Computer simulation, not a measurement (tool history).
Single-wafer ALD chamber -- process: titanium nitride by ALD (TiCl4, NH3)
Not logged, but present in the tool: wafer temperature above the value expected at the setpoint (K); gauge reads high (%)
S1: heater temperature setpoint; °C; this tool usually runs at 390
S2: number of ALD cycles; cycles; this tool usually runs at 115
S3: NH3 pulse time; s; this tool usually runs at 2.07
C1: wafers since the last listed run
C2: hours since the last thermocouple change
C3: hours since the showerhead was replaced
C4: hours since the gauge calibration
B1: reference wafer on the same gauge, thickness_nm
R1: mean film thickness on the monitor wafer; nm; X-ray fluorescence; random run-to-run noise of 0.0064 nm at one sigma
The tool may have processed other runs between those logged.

run,hour,S1,S2,S3,C1,C2,C3,C4,B1,R1
1,0.0,390,115,2.07,0,1650.5,3592.9,215.0,2.785,2.555
2,11.2,390,115,2.07,28,1661.7,3604.1,226.2,2.785,2.548
3,57.8,394,115,2.07,117,1708.3,3650.7,272.8,2.781,2.546
4,67.3,394,115,2.07,24,1717.8,3660.2,282.3,2.778,2.540
5,78.6,394,115,2.07,28,1729.1,3671.5,293.6,2.780,2.537
6,104.0,390,115,2.37,64,1754.5,3696.9,319.0,2.779,2.552
7,115.3,390,115,2.07,28,1765.8,3708.2,330.3,2.776,2.543
8,131.3,390,115,2.07,40,1781.8,3724.2,346.3,2.775,2.544
# hour 140.2: thermocouple changed; heater temperature recalibrated
9,144.8,380,115,2.07,13,4.6,3737.7,359.8,2.775,2.525
10,152.1,390,97,2.07,18,11.9,3745.0,367.1,2.774,2.139
11,159.2,390,97,2.07,17,19.0,3752.1,374.2,2.772,2.134
12,172.6,390,131,2.07,33,32.4,3765.5,387.6,2.772,2.879
13,181.4,390,115,2.07,22,41.2,3774.3,396.4,2.769,2.536
14,196.1,390,115,2.66,37,55.9,3789.0,411.1,2.768,2.558
15,212.8,390,115,2.66,42,72.6,3805.7,427.8,2.767,2.563
16,227.8,384,115,2.07,37,87.6,3820.7,442.8,2.762,2.512
17,240.9,384,115,2.07,33,100.7,3833.8,455.9,2.763,2.509
18,255.1,390,115,2.07,35,114.9,3848.0,470.1,2.760,2.528
19,271.9,390,115,2.07,42,131.7,3864.8,486.9,2.761,2.517
20,287.5,390,115,2.07,39,147.3,3880.4,502.5,2.756,2.516
# hour 300.8: showerhead replaced
21,301.8,400,129,2.49,15,161.6,1.0,516.8,2.754,2.857
22,319.4,402,122,1.63,44,179.2,18.6,534.4,2.754,2.678
23,332.9,390,109,1.53,34,192.7,32.1,547.9,2.751,2.343
24,344.7,390,115,2.07,29,204.5,43.9,559.7,2.749,2.526
25,358.9,390,132,1.79,35,218.7,58.1,573.9,2.745,2.862
26,372.2,390,115,1.29,33,232.0,71.4,587.2,2.745,2.462
27,387.4,397,129,2.34,38,247.2,86.6,602.4,2.739,2.844
28,396.9,390,115,2.07,24,256.7,96.1,611.9,2.741,2.508
29,414.5,404,115,1.80,44,274.3,113.7,629.5,2.736,2.520
# hour 429.9: gauge calibrated
30,449.3,390,129,1.70,87,309.1,148.5,19.4,2.787,2.837
31,456.0,390,115,2.07,16,315.8,155.2,26.1,2.791,2.554
32,469.6,396,93,2.86,34,329.4,168.8,39.7,2.788,2.094
33,485.1,390,127,2.61,39,344.9,184.3,55.2,2.790,2.857
34,496.0,390,126,2.07,27,355.8,195.2,66.1,2.789,2.797
35,505.0,381,133,2.52,22,364.8,204.2,75.1,2.789,2.960
36,513.4,380,115,2.07,21,373.2,212.6,83.5,2.789,2.536
37,528.9,394,94,2.88,39,388.7,228.1,99.0,2.789,2.123
38,535.4,390,100,1.58,16,395.2,234.6,105.5,2.790,2.196
39,547.1,390,115,2.73,29,406.9,246.3,117.2,2.787,2.580
40,562.7,386,105,2.61,39,422.5,261.9,132.8,2.788,2.344

Some steps in R1 between neighbouring runs. How much of each would the tool show without its hidden state too (settings, what came in, random variation), and how much is left for the hidden state, with any gauge scatter that isn't in both results?
Run 11 -> 12: S2 97 -> 131. R1 +0.745 nm: hidden state -0.007, all else +0.752.
Run 24 -> 25: S2 115 -> 132, S3 2.07 -> 1.79. R1 +0.336 nm: hidden state -0.009, all else +0.345.
Run 26 -> 27: S1 390 -> 397, S2 115 -> 129, S3 1.29 -> 2.34. R1 +0.382 nm: hidden state -0.009, all else +0.391.
Run 29 -> 30: S1 404 -> 390, S2 115 -> 129, S3 1.80 -> 1.70, gauge calibrated. R1 +0.317 nm: hidden state +0.050, all else +0.267.
Run 31 -> 32: S1 390 -> 396, S2 115 -> 93, S3 2.07 -> 2.86. R1 -0.460 nm: hidden state +0.000, all else -0.460.
Run 32 -> 33: S1 396 -> 390, S2 93 -> 127, S3 2.86 -> 2.61. R1 +0.763 nm: hidden state +0.000, all else +0.763.
